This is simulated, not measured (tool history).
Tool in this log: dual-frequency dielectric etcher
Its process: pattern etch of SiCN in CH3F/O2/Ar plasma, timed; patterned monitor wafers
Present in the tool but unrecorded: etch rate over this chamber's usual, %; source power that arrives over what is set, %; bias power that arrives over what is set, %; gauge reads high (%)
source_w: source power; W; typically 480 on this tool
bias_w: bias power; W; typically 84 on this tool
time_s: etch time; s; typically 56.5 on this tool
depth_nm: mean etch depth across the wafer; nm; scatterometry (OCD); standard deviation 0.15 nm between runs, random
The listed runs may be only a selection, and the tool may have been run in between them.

run    hour  source_w  bias_w  time_s  wafers since the last listed run  hours since the last wet clean  hours since the last source power generator calibration  hours since the last bias power generator calibration  hours since the last upper electrode change  hours since the gauge calibration  read-back reference wafer on the same gauge, depth_nm  depth_nm
  1     0.0       480      77    56.5                                 0                           529.3                                                   2784.2                                                 2882.6                                       3207.7                             2218.6                                                  25.81     23.82
  2    56.5       480      77    56.5                               468                           585.8                                                   2840.7                                                 2939.1                                       3264.2                             2275.1                                                  25.81     23.91
      106.3  -- bias power generator calibrated
  3   127.0       480      84    56.5                               551                           656.3                                                   2911.2                                                   20.7                                       3334.7                             2345.6                                                  25.80     24.64
      209.5  -- wet clean of the chamber
  4   210.0       480      84    56.5                               489                             0.5                                                   2994.2                                                  103.7                                       3417.7                             2428.6                                                  25.81     24.49
  5   279.2       480      84    56.5                               573                            69.7                                                   3063.4                                                  172.9                                       3486.9                             2497.8                                                  25.77     24.69
  6   386.8       480      75    56.5                               891                           177.3                                                   3171.0                                                  280.5                                       3594.5                             2605.4                                                  25.81     23.71
  7   438.6       480      84    56.5                               429                           229.1                                                   3222.8                                                  332.3                                       3646.3                             2657.2                                                  25.76     24.61
  8   491.5       480      84    56.5                               438                           282.0                                                   3275.7                                                  385.2                                       3699.2                             2710.1                                                  25.78     24.53
  9   556.8       480      75    50.0                               541                           347.3                                                   3341.0                                                  450.5                                       3764.5                             2775.4                                                  25.78     20.87
 10   614.7       480      76    47.5                               479                           405.2                                                   3398.9                                                  508.4                                       3822.4                             2833.3                                                  25.79     20.13
 11   691.0       530      75    45.5                               632                           481.5                                                   3475.2                                                  584.7                                       3898.7                             2909.6                                                  25.81     20.14
 12   751.8       600      96    49.5                               503                           542.3                                                   3536.0                                                  645.5                                       3959.5                             2970.4                                                  25.80     24.64
 13   830.2       480      84    40.0                               649                           620.7                                                   3614.4                                                  723.9                                       4037.9                             3048.8                                                  25.82     17.54
      893.8  -- wet clean of the chamber
 14   927.6       520      84    56.5                               608                            33.8                                                   3711.8                                                  821.3                                       4135.3                             3146.2                                                  25.80     25.43
      967.5  -- source power generator calibrated
 15  1118.0       480      84    56.5                              1545                           224.2                                                    150.5                                                 1011.7                                       4325.7                             3336.6                                                  25.81     23.92
 16  1181.2       450      84    71.0                               523                           287.4                                                    213.7                                                 1074.9                                       4388.9                             3399.8                                                  25.80     29.44
     1206.2  -- gauge calibrated
 17  1270.5       370      84    56.5                               740                           376.7                                                    303.0                                                 1164.2                                       4478.2                               64.3                                                  25.79     20.87
 18  1310.4       480      84    56.5                               330                           416.6                                                    342.9                                                 1204.1                                       4518.1                              104.2                                                  25.82     24.17
 19  1353.7       480      91    62.5                               358                           459.9                                                    386.2                                                 1247.4                                       4561.4                              147.5                                                  25.78     27.51
 20  1396.5       480     104    56.5                               354                           502.7                                                    429.0                                                 1290.2                                       4604.2                              190.3                                                  25.79     25.71
     1457.7  -- upper electrode replaced
 21  1464.0       380      67    51.0                               360                           570.2                                                    496.5                                                 1357.7                                          6.3                              257.8                                                  25.79     18.06
     1657.4  -- wet clean of the chamber
 22  1657.9       540      75    56.5                              1408                             0.5                                                    690.4                                                 1551.6                                        200.2                              451.7                                                  25.81     24.90
 23  1697.3       480      84    56.5                               326                            39.9                                                    729.8                                                 1591.0                                        239.6                              491.1                                                  25.81     24.39
 24  1878.2       480      84    56.5                              1499                           220.8                                                    910.7                                                 1771.9                                        420.5                              672.0                                                  25.78     24.18
 25  1955.6       560      84    40.5                               641                           298.2                                                    988.1                                                 1849.3                                        497.9                              749.4                                                  25.79     18.86
 26  2024.8       480      84    56.5                               573                           367.4                                                   1057.3                                                 1918.5                                        567.1                              818.6                                                  25.78     24.12
 27  2131.9       480      84    42.5                               887                           474.5                                                   1164.4                                                 2025.6                                        674.2                              925.7                                                  25.83     18.34
 28  2169.4       390      84    56.5                               310                           512.0                                                   1201.9                                                 2063.1                                        711.7                              963.2                                                  25.79     21.91
 29  2216.3       400      84    56.5                               388                           558.9                                                   1248.8                                                 2110.0                                        758.6                             1010.1                                                  25.80     22.07
     2272.8  -- wet clean of the chamber
 30  2273.3       480      90    64.0                               273                             0.5                                                   1305.8                                                 2167.0                                        815.6                             1067.1                                                  25.80     27.76

What if the next run were any one of these 4? Each begins from the tool's condition after run 30:
  A  2273.7       420      84    56.5                                 3                             0.9                                                   1306.2                                                 2167.4                                        816.0                             1067.5                                                      ?         ?
  B  2273.7       480      84    50.0                                 3                             0.9                                                   1306.2                                                 2167.4                                        816.0                             1067.5                                                      ?         ?
  C  2273.7       590      84    69.0                                 3                             0.9                                                   1306.2                                                 2167.4                                        816.0                             1067.5                                                      ?         ?
  D  2273.7       570      84    62.0                                 3                             0.9                                                   1306.2                                                 2167.4                                        816.0                             1067.5                                                      ?         ?

run  read-back reference wafer on the same gauge, depth_nm  depth_nm
  A                                                  25.81     22.90
  B                                                  25.81     21.66
  C                                                  25.81     32.98
  D                                                  25.81     29.16
Without the tool's hidden state the same runs would have given:
run  depth_nm
  A     22.57
  B     21.34
  C     32.49
  D     28.73

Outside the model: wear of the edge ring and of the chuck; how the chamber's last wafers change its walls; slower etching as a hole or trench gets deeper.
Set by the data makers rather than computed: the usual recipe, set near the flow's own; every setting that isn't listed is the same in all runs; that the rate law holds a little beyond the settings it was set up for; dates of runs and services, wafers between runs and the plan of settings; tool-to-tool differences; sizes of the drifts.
